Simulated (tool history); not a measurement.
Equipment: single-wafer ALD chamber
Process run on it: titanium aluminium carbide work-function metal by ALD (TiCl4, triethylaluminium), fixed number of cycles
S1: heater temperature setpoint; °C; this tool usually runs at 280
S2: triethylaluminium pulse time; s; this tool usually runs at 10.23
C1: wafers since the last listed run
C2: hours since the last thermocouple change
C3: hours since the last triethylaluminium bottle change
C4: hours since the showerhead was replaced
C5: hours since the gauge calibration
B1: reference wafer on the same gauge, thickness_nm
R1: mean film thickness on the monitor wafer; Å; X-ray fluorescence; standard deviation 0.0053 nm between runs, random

{"run": 1, "hour": 0.0, "S1": 280, "S2": 10.23, "C1": 0, "C2": 1799.8, "C3": 1114.8, "C4": 5952.9, "C5": 142.1, "B1": 1.62, "R1": 18.54}
{"run": 2, "hour": 13.2, "S1": 280, "S2": 10.23, "C1": 120, "C2": 1813.0, "C3": 1128.0, "C4": 5966.1, "C5": 155.3, "B1": 1.621, "R1": 18.68}
{"run": 3, "hour": 22.0, "S1": 280, "S2": 10.23, "C1": 80, "C2": 1821.8, "C3": 1136.8, "C4": 5974.9, "C5": 164.1, "B1": 1.62, "R1": 18.58}
{"run": 4, "hour": 39.5, "S1": 280, "S2": 10.23, "C1": 159, "C2": 1839.3, "C3": 1154.3, "C4": 5992.4, "C5": 181.6, "B1": 1.621, "R1": 18.57}
{"hour": 47.6, "done": "thermocouple changed; heater temperature recalibrated"}
{"run": 5, "hour": 68.0, "S1": 276, "S2": 10.23, "C1": 187, "C2": 20.4, "C3": 1182.8, "C4": 6020.9, "C5": 210.1, "B1": 1.62, "R1": 18.35}
{"run": 6, "hour": 79.1, "S1": 276, "S2": 10.23, "C1": 101, "C2": 31.5, "C3": 1193.9, "C4": 6032.0, "C5": 221.2, "B1": 1.618, "R1": 18.28}
{"hour": 89.6, "done": "triethylaluminium bottle replaced"}
{"run": 7, "hour": 93.5, "S1": 280, "S2": 10.23, "C1": 58, "C2": 45.9, "C3": 3.9, "C4": 6046.4, "C5": 235.6, "B1": 1.621, "R1": 18.51}
{"run": 8, "hour": 108.0, "S1": 280, "S2": 10.23, "C1": 132, "C2": 60.4, "C3": 18.4, "C4": 6060.9, "C5": 250.1, "B1": 1.62, "R1": 18.6}
{"run": 9, "hour": 118.3, "S1": 285, "S2": 14.14, "C1": 94, "C2": 70.7, "C3": 28.7, "C4": 6071.2, "C5": 260.4, "B1": 1.62, "R1": 19.49}
{"run": 10, "hour": 130.3, "S1": 268, "S2": 6.96, "C1": 109, "C2": 82.7, "C3": 40.7, "C4": 6083.2, "C5": 272.4, "B1": 1.621, "R1": 15.95}
{"hour": 140.3, "done": "gauge calibrated"}
{"run": 11, "hour": 146.0, "S1": 280, "S2": 10.23, "C1": 143, "C2": 98.4, "C3": 56.4, "C4": 6098.9, "C5": 5.7, "B1": 1.621, "R1": 18.66}
{"run": 12, "hour": 156.1, "S1": 280, "S2": 10.23, "C1": 92, "C2": 108.5, "C3": 66.5, "C4": 6109.0, "C5": 15.8, "B1": 1.62, "R1": 18.6}
{"run": 13, "hour": 167.4, "S1": 265, "S2": 10.23, "C1": 103, "C2": 119.8, "C3": 77.8, "C4": 6120.3, "C5": 27.1, "B1": 1.621, "R1": 17.5}
{"run": 14, "hour": 178.7, "S1": 272, "S2": 9.08, "C1": 103, "C2": 131.1, "C3": 89.1, "C4": 6131.6, "C5": 38.4, "B1": 1.62, "R1": 17.59}
{"run": 15, "hour": 193.3, "S1": 269, "S2": 14.11, "C1": 133, "C2": 145.7, "C3": 103.7, "C4": 6146.2, "C5": 53.0, "B1": 1.62, "R1": 18.29}
{"hour": 209.7, "done": "showerhead replaced"}
{"run": 16, "hour": 210.2, "S1": 280, "S2": 10.23, "C1": 81, "C2": 162.6, "C3": 120.6, "C4": 0.5, "C5": 69.9, "B1": 1.62, "R1": 18.61}
{"run": 17, "hour": 215.3, "S1": 272, "S2": 11.86, "C1": 46, "C2": 167.7, "C3": 125.7, "C4": 5.6, "C5": 75.0, "B1": 1.62, "R1": 18.2}
{"run": 18, "hour": 232.5, "S1": 280, "S2": 10.23, "C1": 157, "C2": 184.9, "C3": 142.9, "C4": 22.8, "C5": 92.2, "B1": 1.62, "R1": 18.67}
{"run": 19, "hour": 238.6, "S1": 280, "S2": 10.23, "C1": 55, "C2": 191.0, "C3": 149.0, "C4": 28.9, "C5": 98.3, "B1": 1.62, "R1": 18.64}
{"run": 20, "hour": 255.1, "S1": 267, "S2": 13.27, "C1": 150, "C2": 207.5, "C3": 165.5, "C4": 45.4, "C5": 114.8, "B1": 1.62, "R1": 18.01}
{"run": 21, "hour": 268.0, "S1": 287, "S2": 8.21, "C1": 117, "C2": 220.4, "C3": 178.4, "C4": 58.3, "C5": 127.7, "B1": 1.62, "R1": 18.37}
{"run": 22, "hour": 285.8, "S1": 280, "S2": 8.93, "C1": 162, "C2": 238.2, "C3": 196.2, "C4": 76.1, "C5": 145.5, "B1": 1.62, "R1": 18.27}
{"run": 23, "hour": 300.1, "S1": 289, "S2": 14.21, "C1": 130, "C2": 252.5, "C3": 210.5, "C4": 90.4, "C5": 159.8, "B1": 1.622, "R1": 19.76}
{"run": 24, "hour": 307.3, "S1": 268, "S2": 12.65, "C1": 65, "C2": 259.7, "C3": 217.7, "C4": 97.6, "C5": 167.0, "B1": 1.62, "R1": 18.02}
{"run": 25, "hour": 313.6, "S1": 280, "S2": 10.23, "C1": 57, "C2": 266.0, "C3": 224.0, "C4": 103.9, "C5": 173.3, "B1": 1.619, "R1": 18.55}
{"run": 26, "hour": 321.5, "S1": 285, "S2": 7.05, "C1": 72, "C2": 273.9, "C3": 231.9, "C4": 111.8, "C5": 181.2, "B1": 1.62, "R1": 17.18}
{"run": 27, "hour": 338.4, "S1": 270, "S2": 6.17, "C1": 154, "C2": 290.8, "C3": 248.8, "C4": 128.7, "C5": 198.1, "B1": 1.619, "R1": 15.09}
{"run": 28, "hour": 348.9, "S1": 289, "S2": 6.36, "C1": 95, "C2": 301.3, "C3": 259.3, "C4": 139.2, "C5": 208.6, "B1": 1.62, "R1": 16.6}
{"run": 29, "hour": 362.2, "S1": 290, "S2": 11.85, "C1": 121, "C2": 314.6, "C3": 272.6, "C4": 152.5, "C5": 221.9, "B1": 1.62, "R1": 19.7}
{"run": 30, "hour": 377.2, "S1": 290, "S2": 11.44, "C1": 136, "C2": 329.6, "C3": 287.6, "C4": 167.5, "C5": 236.9, "B1": 1.619, "R1": 19.67}
{"run": 31, "hour": 391.5, "S1": 276, "S2": 7.09, "C1": 130, "C2": 343.9, "C3": 301.9, "C4": 181.8, "C5": 251.2, "B1": 1.621, "R1": 16.56}
{"run": 32, "hour": 398.6, "S1": 295, "S2": 11.78, "C1": 64, "C2": 351.0, "C3": 309.0, "C4": 188.9, "C5": 258.3, "B1": 1.619, "R1": 20.09}

Here are 5 independent what-if runs from the current tool condition. What would each one return?
{"run": "A", "hour": 399.0, "S1": 280, "S2": 11.57, "C1": 3, "C2": 351.4, "C3": 309.4, "C4": 189.3, "C5": 258.7, "B1": "?", "R1": "?"}
{"run": "B", "hour": 399.0, "S1": 294, "S2": 13.61, "C1": 3, "C2": 351.4, "C3": 309.4, "C4": 189.3, "C5": 258.7, "B1": "?", "R1": "?"}
{"run": "C", "hour": 399.0, "S1": 293, "S2": 10.23, "C1": 3, "C2": 351.4, "C3": 309.4, "C4": 189.3, "C5": 258.7, "B1": "?", "R1": "?"}
{"run": "D", "hour": 399.0, "S1": 292, "S2": 12.47, "C1": 3, "C2": 351.4, "C3": 309.4, "C4": 189.3, "C5": 258.7, "B1": "?", "R1": "?"}
{"run": "E", "hour": 399.0, "S1": 267, "S2": 6.81, "C1": 3, "C2": 351.4, "C3": 309.4, "C4": 189.3, "C5": 258.7, "B1": "?", "R1": "?"}

run=A B1=1.619 R1=18.84
run=B B1=1.619 R1=20.12
run=C B1=1.619 R1=19.58
run=D B1=1.619 R1=19.88
run=E B1=1.619 R1=15.69
With the hidden condition removed and each run's random variation left untouched, the same runs would have given:
run=A R1=18.84
run=B R1=20.12
run=C R1=19.58
run=D R1=19.88
run=E R1=15.69

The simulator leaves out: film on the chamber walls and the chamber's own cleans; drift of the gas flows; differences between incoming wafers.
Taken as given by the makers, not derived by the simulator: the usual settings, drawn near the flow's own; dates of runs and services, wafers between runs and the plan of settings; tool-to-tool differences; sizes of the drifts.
